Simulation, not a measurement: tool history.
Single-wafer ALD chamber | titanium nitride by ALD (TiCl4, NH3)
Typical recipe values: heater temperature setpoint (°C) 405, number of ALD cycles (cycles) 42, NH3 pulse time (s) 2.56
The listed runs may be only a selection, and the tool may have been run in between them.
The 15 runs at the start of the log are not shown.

run	hour	heater temperature setpoint (°C)	number of ALD cycles (cycles)	NH3 pulse time (s)	read-back reference wafer on the same gauge, thickness_nm	mean film thickness on the monitor wafer (Å)
16	436.2	405	42	2.56	0.818	9.26
17	463.2	391	47	2.56	0.817	10.17
18	481.5	405	42	2.56	0.816	9.17
19	503.1	396	42	3.34	0.815	9.24
20	536.1	405	47	2.11	0.814	10.22
21	563.3	405	36	2.56	0.813	7.83
22	598.0	398	40	3.46	0.811	8.76
23	623.5	415	45	2.56	0.810	9.78
# hour 645.0: gauge calibrated
24	658.2	405	42	2.85	0.830	9.34
25	673.5	405	36	1.89	0.830	7.90
26	702.1	399	35	2.07	0.830	7.69
27	732.3	405	39	3.05	0.830	8.71
28	752.9	405	47	3.37	0.829	10.52
29	788.2	405	42	2.56	0.829	9.35
30	816.0	420	36	2.94	0.829	8.07
31	837.2	393	34	2.56	0.828	7.50

Here are 4 independent what-if runs from the current tool condition. What would each one return?
A	837.7	413	42	2.56	?	?
B	837.7	405	35	2.87	?	?
C	837.7	415	42	2.56	?	?
D	837.7	405	34	3.05	?	?

run	read-back reference wafer on the same gauge, thickness_nm	mean film thickness on the monitor wafer (Å)
A	0.828	9.29
B	0.828	7.76
C	0.828	9.30
D	0.828	7.55
With no hidden state in the tool, these same runs would have given:
run	mean film thickness on the monitor wafer (Å)
A	9.31
B	7.77
C	9.32
D	7.56

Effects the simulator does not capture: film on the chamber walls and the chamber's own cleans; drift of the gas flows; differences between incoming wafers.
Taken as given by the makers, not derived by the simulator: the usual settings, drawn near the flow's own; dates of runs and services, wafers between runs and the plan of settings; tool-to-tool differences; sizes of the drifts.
